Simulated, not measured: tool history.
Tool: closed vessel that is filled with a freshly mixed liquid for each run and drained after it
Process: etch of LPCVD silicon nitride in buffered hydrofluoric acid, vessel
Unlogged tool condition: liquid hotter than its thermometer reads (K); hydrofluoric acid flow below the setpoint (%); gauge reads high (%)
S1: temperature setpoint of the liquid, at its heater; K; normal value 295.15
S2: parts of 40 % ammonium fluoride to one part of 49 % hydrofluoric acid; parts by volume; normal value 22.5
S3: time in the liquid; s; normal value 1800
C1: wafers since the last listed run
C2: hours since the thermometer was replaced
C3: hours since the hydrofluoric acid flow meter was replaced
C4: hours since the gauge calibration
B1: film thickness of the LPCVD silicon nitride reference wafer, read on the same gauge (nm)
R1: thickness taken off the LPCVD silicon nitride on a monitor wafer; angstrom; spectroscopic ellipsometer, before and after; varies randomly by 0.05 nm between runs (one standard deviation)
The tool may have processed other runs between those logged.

| run | hour | S1 | S2 | S3 | C1 | C2 | C3 | C4 | B1 | R1 |
|---|---|---|---|---|---|---|---|---|---|---|
| 1 | 0.0 | 295.15 | 22.5 | 1800 | 0 | 735.6 | 355.1 | 507.7 | 130.01 | 112.9 |
| 2 | 95.6 | 295.15 | 22.5 | 1800 | 5112 | 831.2 | 450.7 | 603.3 | 129.97 | 112.7 |
| 3 | 197.8 | 295.15 | 26.5 | 1800 | 5465 | 933.4 | 552.9 | 705.5 | 129.99 | 102.3 |
| 4 | 275.8 | 295.15 | 26.5 | 1800 | 4171 | 1011.4 | 630.9 | 783.5 | 129.99 | 100.9 |
|  | 312.3 | hydrofluoric acid flow meter replaced |
| 5 | 352.2 | 295.15 | 26.5 | 1800 | 4032 | 1087.8 | 39.9 | 859.9 | 129.99 | 102.4 |
| 6 | 388.8 | 295.15 | 22.5 | 1385 | 1957 | 1124.4 | 76.5 | 896.5 | 130.04 | 87.7 |
| 7 | 462.1 | 295.15 | 22.5 | 1385 | 3919 | 1197.7 | 149.8 | 969.8 | 130.04 | 87.6 |
|  | 497.4 | thermometer replaced |
| 8 | 528.0 | 295.15 | 22.5 | 1385 | 3470 | 30.6 | 215.7 | 1035.7 | 130.02 | 85.3 |
| 9 | 596.7 | 295.15 | 22.5 | 2815 | 3673 | 99.3 | 284.4 | 1104.4 | 130.00 | 173.6 |
| 10 | 692.9 | 292.65 | 22.5 | 2675 | 5144 | 195.5 | 380.6 | 1200.6 | 130.05 | 144.4 |
|  | 1011.9 | gauge calibrated |
| 11 | 1014.8 | 295.15 | 22.5 | 1800 | 17213 | 517.4 | 702.5 | 2.9 | 129.95 | 111.7 |
|  | 1021.6 | hydrofluoric acid flow meter replaced |
| 12 | 1067.4 | 295.15 | 22.5 | 745 | 2759 | 570.0 | 45.8 | 55.5 | 130.02 | 46.1 |
| 13 | 1111.5 | 299.65 | 22.5 | 1800 | 2358 | 614.1 | 89.9 | 99.6 | 129.98 | 143.9 |
| 14 | 1168.4 | 295.15 | 29.5 | 1800 | 3042 | 671.0 | 146.8 | 156.5 | 130.01 | 93.6 |
| 15 | 1275.5 | 295.15 | 22.5 | 1385 | 5727 | 778.1 | 253.9 | 263.6 | 129.99 | 86.8 |
| 16 | 1358.8 | 299.65 | 30.0 | 1520 | 4454 | 861.4 | 337.2 | 346.9 | 130.00 | 100.0 |

Predict each of these 3 candidate next runs independently; none follows another, all start after run 16:
| A | 1360.0 | 297.15 | 22.5 | 1800 | 64 | 862.6 | 338.4 | 348.1 | ? | ? |
| B | 1360.0 | 291.65 | 22.5 | 985 | 64 | 862.6 | 338.4 | 348.1 | ? | ? |
| C | 1360.0 | 298.15 | 22.5 | 750 | 64 | 862.6 | 338.4 | 348.1 | ? | ? |

| run | B1 | R1 |
|---|---|---|
| A | 129.98 | 126.2 |
| B | 129.98 | 50.9 |
| C | 129.98 | 55.5 |
The same runs, with their run-to-run variation unchanged, on a tool lacking any hidden condition would have given:
| run | R1 |
|---|---|
| A | 123.2 |
| B | 49.6 |
| C | 54.2 |

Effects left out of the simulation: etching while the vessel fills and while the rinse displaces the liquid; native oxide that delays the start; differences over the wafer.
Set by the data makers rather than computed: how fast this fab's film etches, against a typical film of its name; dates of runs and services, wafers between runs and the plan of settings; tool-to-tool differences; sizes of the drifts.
